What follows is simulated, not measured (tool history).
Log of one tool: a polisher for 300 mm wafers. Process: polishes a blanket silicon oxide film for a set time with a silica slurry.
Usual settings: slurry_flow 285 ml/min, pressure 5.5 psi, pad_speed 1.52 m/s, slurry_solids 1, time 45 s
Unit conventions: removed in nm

| run | hour | slurry_flow | pressure | pad_speed | slurry_solids | time | incoming thickness of the incoming film, nm | removed |
|---|---|---|---|---|---|---|---|---|
| 1 | 0 | 285 | 5.5 | 1.2 | 1 | 45 | 1734.1 | 240.3 |
| 2 | 16.6 | 285 | 5.5 | 1.84 | 1 | 45 | 1701.6 | 323.8 |
| 3 | 27.2 | 285 | 5.5 | 1.84 | 1 | 45 | 1693.3 | 318.3 |
| 4 | 38.7 | 285 | 5.5 | 1.84 | 1 | 45 | 1722.9 | 313.6 |
|  | 48.7 | worn pad replaced by a new one |
| 5 | 49.1 | 285 | 5.5 | 1.52 | 1 | 45 | 1720.3 | 287.2 |
| 6 | 64 | 285 | 5.5 | 1.52 | 1 | 45 | 1747 | 289.3 |
| 7 | 78.3 | 285 | 5.5 | 1.52 | 1 | 45 | 1744.8 | 285.6 |
|  | 82.5 | conditioning disc replaced and pad reconditioned |
| 8 | 93.1 | 285 | 5.5 | 1.52 | 1 | 45 | 1706 | 284 |
| 9 | 99.6 | 285 | 5.5 | 1.52 | 1 | 45 | 1729 | 290.8 |
| 10 | 107.8 | 285 | 6 | 1.86 | 1 | 45 | 1741 | 360.6 |
| 11 | 114.5 | 285 | 5.5 | 1.52 | 1 | 38 | 1728.7 | 239.6 |
|  | 118.8 | head pressure recalibrated |
| 12 | 132.3 | 285 | 5.5 | 1.52 | 1.2 | 45 | 1699.2 | 245.1 |
|  | 143.1 | worn pad replaced by a new one |
| 13 | 143.6 | 285 | 5.5 | 1.52 | 1.15 | 45 | 1738.5 | 243.4 |
| 14 | 152.6 | 185 | 4.3 | 1.52 | 0.9 | 55 | 1710.6 | 195.8 |
|  | 165.2 | slurry blender recalibrated |
| 15 | 165.7 | 285 | 5.5 | 1.52 | 1 | 38 | 1718 | 187.7 |
|  | 170.2 | slurry nozzle cleaned |
| 16 | 173.6 | 285 | 5.5 | 1.52 | 1 | 45 | 1717.6 | 224.7 |
|  | 181 | head pressure recalibrated, repeated, since the last time left the tool worse |
| 17 | 182.2 | 315 | 5.5 | 1.52 | 1.2 | 45 | 1725.1 | 292.5 |
| 18 | 191.1 | 285 | 6.1 | 1.52 | 1 | 45 | 1693.1 | 302.9 |
| 19 | 197.8 | 285 | 5.5 | 1.52 | 1 | 34 | 1715.5 | 206.2 |
| 20 | 211.1 | 285 | 5.5 | 1.52 | 1 | 45 | 1704 | 262.1 |
| 21 | 218.9 | 285 | 5.5 | 1.52 | 1 | 30 | 1715.6 | 183.6 |
| 22 | 231.2 | 285 | 5.5 | 1.52 | 0.75 | 33 | 1733.9 | 176.7 |
|  | 240.8 | worn pad replaced by a new one |
| 23 | 241.3 | 285 | 5.5 | 1.84 | 1 | 45 | 1727.1 | 310.3 |
| 24 | 250.7 | 285 | 5.5 | 1.84 | 1 | 45 | 1710.3 | 309.2 |
| 25 | 258.1 | 285 | 5.5 | 1.98 | 1 | 45 | 1710.4 | 327.6 |
| 26 | 270.3 | 285 | 5.5 | 1.52 | 1 | 45 | 1713 | 276.8 |
| 27 | 277.7 | 330 | 6.6 | 1.52 | 1 | 39 | 1728.3 | 286.2 |

Forecast each of these 3 alternatives for the next run:
| A | 278.1 | 285 | 5.5 | 1.52 | 1 | 45 | 1752 | ? |
| B | 278.1 | 285 | 7.3 | 1.9 | 1 | 53 | 1752 | ? |
| C | 278.1 | 240 | 5.5 | 1.52 | 1 | 51 | 1752 | ? |

| run | removed |
|---|---|
| A | 276.4 |
| B | 495.7 |
| C | 309.2 |
Take away the tool's hidden state, keep each run's random variation, and the runs would have read:
| run | removed |
|---|---|
| A | 270.3 |
| B | 484.8 |
| C | 302.4 |
